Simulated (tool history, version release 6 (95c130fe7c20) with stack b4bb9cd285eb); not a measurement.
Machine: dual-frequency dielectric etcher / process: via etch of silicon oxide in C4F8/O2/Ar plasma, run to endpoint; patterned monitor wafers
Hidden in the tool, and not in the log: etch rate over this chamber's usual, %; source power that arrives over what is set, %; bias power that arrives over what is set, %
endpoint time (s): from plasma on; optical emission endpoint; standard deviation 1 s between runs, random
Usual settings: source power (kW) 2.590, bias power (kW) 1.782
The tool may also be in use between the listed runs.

run	hour	source power (kW)	bias power (kW)	wafers since the last listed run	hours since the last wet clean	hours since the last source power generator calibration	hours since the last bias power generator calibration	hours since the last upper electrode change	incoming incoming film thickness, nm	endpoint time (s)
1	0.0	2.880	1.782	0	362.7	1654.1	3481.8	3350.4	1404.6	236.6
2	33.4	2.880	1.782	112	396.1	1687.5	3515.2	3383.8	1414.0	237.1
3	48.1	2.590	1.782	49	410.8	1702.2	3529.9	3398.5	1418.1	250.5
4	80.7	2.590	1.782	110	443.4	1734.8	3562.5	3431.1	1391.2	244.9
5	102.5	2.590	1.782	73	465.2	1756.6	3584.3	3452.9	1409.8	251.3
6	115.6	2.310	1.782	44	478.3	1769.7	3597.4	3466.0	1403.6	262.9
7	146.0	2.590	1.782	102	508.7	1800.1	3627.8	3496.4	1414.2	249.9
8	182.0	2.590	1.782	121	544.7	1836.1	3663.8	3532.4	1427.5	254.8
9	214.4	2.590	1.782	109	577.1	1868.5	3696.2	3564.8	1419.2	254.2
10	243.2	2.160	1.526	97	605.9	1897.3	3725.0	3593.6	1406.0	281.7
11	263.3	2.160	1.526	67	626.0	1917.4	3745.1	3613.7	1398.0	281.2
# hour 308.2: upper electrode replaced
# hour 319.5: wet clean of the chamber
12	320.0	2.160	1.526	72	0.5	1974.1	3801.8	11.8	1418.4	256.9
13	320.4	2.590	2.028	1	0.9	1974.5	3802.2	12.2	1402.5	221.7
14	344.8	2.930	1.782	82	25.3	1998.9	3826.6	36.6	1402.3	216.4
15	361.5	3.170	1.985	56	42.0	2015.6	3843.3	53.3	1418.7	206.1
# hour 367.6: bias power generator calibrated
16	397.1	2.590	1.782	106	77.6	2051.2	29.5	88.9	1408.0	228.1
17	432.6	2.880	1.782	120	113.1	2086.7	65.0	124.4	1426.5	220.0
18	455.3	3.090	1.518	76	135.8	2109.4	87.7	147.1	1398.4	218.9
# hour 484.0: wet clean of the chamber, repeated, since the last time left the tool worse
19	484.5	2.410	2.134	17	0.5	2138.6	116.9	176.3	1406.9	240.4
20	504.3	2.590	1.782	66	20.3	2158.4	136.7	196.1	1427.7	247.1
21	587.2	2.110	1.426	280	103.2	2241.3	219.6	279.0	1408.5	280.7

Forecast run 22:
# hour 618.6: source power generator calibrated
22	665.5	2.270	1.949	251	181.5	46.9	297.9	357.3	1402.6	?

{"run 22": {"endpoint time (s)": 254.7}}
On a tool with no hidden condition, and with the same random variation, this run would have come out at endpoint time (s) 252.5.
